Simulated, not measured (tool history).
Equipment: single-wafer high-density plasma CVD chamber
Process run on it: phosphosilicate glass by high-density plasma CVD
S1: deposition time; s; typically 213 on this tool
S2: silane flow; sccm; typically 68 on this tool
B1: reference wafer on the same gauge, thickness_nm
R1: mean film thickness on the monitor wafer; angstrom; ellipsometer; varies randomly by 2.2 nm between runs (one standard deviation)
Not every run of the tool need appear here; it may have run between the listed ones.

run 1 day=0 | S1=213 S2=68 | B1=1339.916 | R1=13958.46
run 2 day=0.267 | S1=213 S2=68 | B1=1339.475 | R1=13924.13
run 3 day=0.8 | S1=213 S2=68 | B1=1339.512 | R1=13938.51
run 4 day=1.488 | S1=213 S2=68 | B1=1340.886 | R1=13942.67
run 5 day=1.771 | S1=213 S2=63 | B1=1340.396 | R1=12911.99
run 6 day=2.396 | S1=213 S2=63 | B1=1341.038 | R1=12892.76
run 7 day=2.908 | S1=191 S2=68 | B1=1340.106 | R1=12467.46
run 8 day=3.55 | S1=191 S2=68 | B1=1339.962 | R1=12481.81
run 9 day=4.179 | S1=191 S2=68 | B1=1339.885 | R1=12448
run 10 day=4.517 | S1=213 S2=68 | B1=1341.056 | R1=13905.68
run 11 day=5.242 | S1=213 S2=68 | B1=1340.678 | R1=13904.72
run 12 day=5.592 | S1=213 S2=68 | B1=1340.398 | R1=13939.33
-- day=5.617 gauge calibrated
run 13 day=5.942 | S1=213 S2=68 | B1=1340.049 | R1=13867.43
run 14 day=6.212 | S1=213 S2=68 | B1=1340.223 | R1=13926.46
run 15 day=6.621 | S1=213 S2=68 | B1=1339.93 | R1=13935.51
run 16 day=7.367 | S1=213 S2=68 | B1=1340.361 | R1=13872.21
run 17 day=7.95 | S1=213 S2=68 | B1=1340.369 | R1=13927.87
run 18 day=8.529 | S1=213 S2=68 | B1=1340.141 | R1=13943.47
run 19 day=8.8 | S1=198 S2=62 | B1=1340.007 | R1=11780.08
run 20 day=9.417 | S1=230 S2=57 | B1=1340.141 | R1=12569.86
run 21 day=9.879 | S1=175 S2=60 | B1=1340.054 | R1=10099.79
-- day=10.217 silane flow controller replaced
run 22 day=10.238 | S1=250 S2=57 | B1=1339.591 | R1=14610.09
run 23 day=10.533 | S1=213 S2=68 | B1=1340.169 | R1=14854.06

For run 24, what comes out?
run 24 day=10.788 | S1=235 S2=73 | B1=? | R1=?

{"run 24": {"B1": 1340.455, "R1": 17599.8}}
Minus the tool's unlogged condition, the same run would have read R1 17642.29 angstrom.
